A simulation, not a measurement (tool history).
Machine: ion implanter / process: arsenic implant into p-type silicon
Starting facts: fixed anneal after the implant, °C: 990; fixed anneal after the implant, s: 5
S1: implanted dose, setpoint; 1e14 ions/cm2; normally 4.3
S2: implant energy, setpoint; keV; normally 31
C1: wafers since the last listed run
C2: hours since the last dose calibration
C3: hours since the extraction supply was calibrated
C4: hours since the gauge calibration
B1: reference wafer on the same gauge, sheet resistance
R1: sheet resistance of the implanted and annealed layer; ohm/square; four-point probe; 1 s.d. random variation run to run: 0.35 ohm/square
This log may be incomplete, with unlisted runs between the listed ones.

{"run": 1, "hour": 0.0, "S1": 4.3, "S2": 31, "C1": 0, "C2": 1724, "C3": 1601, "C4": 3091.1, "B1": 230.99, "R1": 230.53}
{"run": 2, "hour": 51.5, "S1": 4.3, "S2": 31, "C1": 953, "C2": 1775.5, "C3": 1652.5, "C4": 3142.6, "B1": 230.94, "R1": 230.11}
{"hour": 90.1, "done": "Faraday cup replaced and dose calibrated"}
{"run": 3, "hour": 140.6, "S1": 4.3, "S2": 31, "C1": 1501, "C2": 50.5, "C3": 1741.6, "C4": 3231.7, "B1": 230.93, "R1": 234.57}
{"run": 4, "hour": 232.9, "S1": 4.3, "S2": 31, "C1": 1708, "C2": 142.8, "C3": 1833.9, "C4": 3324, "B1": 230.95, "R1": 234.86}
{"run": 5, "hour": 278.3, "S1": 4.3, "S2": 31, "C1": 840, "C2": 188.2, "C3": 1879.3, "C4": 3369.4, "B1": 230.77, "R1": 235.2}
{"run": 6, "hour": 347.2, "S1": 4.3, "S2": 31, "C1": 1275, "C2": 257.1, "C3": 1948.2, "C4": 3438.3, "B1": 231.04, "R1": 234.44}
{"run": 7, "hour": 428.2, "S1": 4.3, "S2": 31, "C1": 1499, "C2": 338.1, "C3": 2029.2, "C4": 3519.3, "B1": 230.96, "R1": 233.89}
{"run": 8, "hour": 465.2, "S1": 4.3, "S2": 39.5, "C1": 685, "C2": 375.1, "C3": 2066.2, "C4": 3556.3, "B1": 231.07, "R1": 226.01}
{"run": 9, "hour": 559.0, "S1": 4.3, "S2": 31, "C1": 1736, "C2": 468.9, "C3": 2160, "C4": 3650.1, "B1": 231.06, "R1": 234.47}
{"run": 10, "hour": 787.0, "S1": 3.28, "S2": 31, "C1": 4221, "C2": 696.9, "C3": 2388, "C4": 3878.1, "B1": 230.89, "R1": 284.97}
{"run": 11, "hour": 836.0, "S1": 3.28, "S2": 31, "C1": 907, "C2": 745.9, "C3": 2437, "C4": 3927.1, "B1": 230.98, "R1": 285.21}
{"run": 12, "hour": 940.7, "S1": 3.28, "S2": 31, "C1": 1938, "C2": 850.6, "C3": 2541.7, "C4": 4031.8, "B1": 230.96, "R1": 283.98}
{"run": 13, "hour": 987.8, "S1": 4.3, "S2": 31, "C1": 872, "C2": 897.7, "C3": 2588.8, "C4": 4078.9, "B1": 231.07, "R1": 233.57}
{"hour": 1023.4, "done": "gauge calibrated"}
{"run": 14, "hour": 1048.6, "S1": 4.3, "S2": 31, "C1": 1125, "C2": 958.5, "C3": 2649.6, "C4": 25.2, "B1": 230.94, "R1": 233.46}
{"run": 15, "hour": 1139.8, "S1": 5.16, "S2": 31, "C1": 1688, "C2": 1049.7, "C3": 2740.8, "C4": 116.4, "B1": 230.99, "R1": 204.45}
{"run": 16, "hour": 1251.6, "S1": 3.88, "S2": 34, "C1": 2069, "C2": 1161.5, "C3": 2852.6, "C4": 228.2, "B1": 230.79, "R1": 246.49}
{"run": 17, "hour": 1327.7, "S1": 5.13, "S2": 39.5, "C1": 1408, "C2": 1237.6, "C3": 2928.7, "C4": 304.3, "B1": 231.03, "R1": 197}
{"run": 18, "hour": 1370.9, "S1": 4.85, "S2": 26, "C1": 799, "C2": 1280.8, "C3": 2971.9, "C4": 347.5, "B1": 230.85, "R1": 219.16}
{"hour": 1500.9, "done": "extraction supply calibrated"}
{"run": 19, "hour": 1619.5, "S1": 3.95, "S2": 31, "C1": 4454, "C2": 1529.4, "C3": 118.6, "C4": 596.1, "B1": 230.93, "R1": 245.26}
{"run": 20, "hour": 1676.4, "S1": 3.3, "S2": 38, "C1": 1053, "C2": 1586.3, "C3": 175.5, "C4": 653, "B1": 231.03, "R1": 271.43}
{"hour": 1746.0, "done": "Faraday cup replaced and dose calibrated"}
{"run": 21, "hour": 1778.0, "S1": 3.37, "S2": 21.5, "C1": 1732, "C2": 32, "C3": 277.1, "C4": 754.6, "B1": 231.2, "R1": 296.47}
{"run": 22, "hour": 1818.7, "S1": 3.59, "S2": 31, "C1": 753, "C2": 72.7, "C3": 317.8, "C4": 795.3, "B1": 231.06, "R1": 267.31}
{"run": 23, "hour": 1883.2, "S1": 3.31, "S2": 23, "C1": 1194, "C2": 137.2, "C3": 382.3, "C4": 859.8, "B1": 231.02, "R1": 297.12}
{"run": 24, "hour": 1942.9, "S1": 4.3, "S2": 22, "C1": 1105, "C2": 196.9, "C3": 442, "C4": 919.5, "B1": 231.03, "R1": 247.44}
{"run": 25, "hour": 2038.7, "S1": 4.63, "S2": 26.5, "C1": 1773, "C2": 292.7, "C3": 537.8, "C4": 1015.3, "B1": 231, "R1": 227.76}
{"run": 26, "hour": 2088.1, "S1": 4.3, "S2": 31, "C1": 914, "C2": 342.1, "C3": 587.2, "C4": 1064.7, "B1": 230.97, "R1": 234.59}
{"run": 27, "hour": 2126.5, "S1": 3.16, "S2": 41, "C1": 710, "C2": 380.5, "C3": 625.6, "C4": 1103.1, "B1": 230.97, "R1": 281}
{"run": 28, "hour": 2194.8, "S1": 5.42, "S2": 31, "C1": 1264, "C2": 448.8, "C3": 693.9, "C4": 1171.4, "B1": 231.02, "R1": 198.28}
{"run": 29, "hour": 2294.8, "S1": 3.09, "S2": 31, "C1": 1851, "C2": 548.8, "C3": 793.9, "C4": 1271.4, "B1": 231.03, "R1": 297.68}
{"run": 30, "hour": 2369.7, "S1": 4.3, "S2": 39, "C1": 1386, "C2": 623.7, "C3": 868.8, "C4": 1346.3, "B1": 231, "R1": 225.03}
{"run": 31, "hour": 2471.9, "S1": 3.91, "S2": 20.5, "C1": 1892, "C2": 725.9, "C3": 971, "C4": 1448.5, "B1": 230.9, "R1": 266}
{"run": 32, "hour": 2535.6, "S1": 4.3, "S2": 31, "C1": 1179, "C2": 789.6, "C3": 1034.7, "C4": 1512.2, "B1": 230.95, "R1": 232.57}
{"run": 33, "hour": 2623.9, "S1": 4.3, "S2": 31, "C1": 1634, "C2": 877.9, "C3": 1123, "C4": 1600.5, "B1": 230.89, "R1": 232.43}
{"run": 34, "hour": 2666.4, "S1": 4.3, "S2": 38, "C1": 786, "C2": 920.4, "C3": 1165.5, "C4": 1643, "B1": 230.93, "R1": 225.45}
{"run": 35, "hour": 2713.0, "S1": 4.3, "S2": 31, "C1": 862, "C2": 967, "C3": 1212.1, "C4": 1689.6, "B1": 231.12, "R1": 232.76}

Estimate the outcome of run 36 from the log above:
{"run": 36, "hour": 2811.7, "S1": 4.75, "S2": 31, "C1": 1827, "C2": 1065.7, "C3": 1310.8, "C4": 1788.3, "B1": "?", "R1": "?"}

Logged for run 36: B1 230.93, R1 216.46 ohm/square.
Without the tool's hidden state the same run would have given R1 218.98 ohm/square.

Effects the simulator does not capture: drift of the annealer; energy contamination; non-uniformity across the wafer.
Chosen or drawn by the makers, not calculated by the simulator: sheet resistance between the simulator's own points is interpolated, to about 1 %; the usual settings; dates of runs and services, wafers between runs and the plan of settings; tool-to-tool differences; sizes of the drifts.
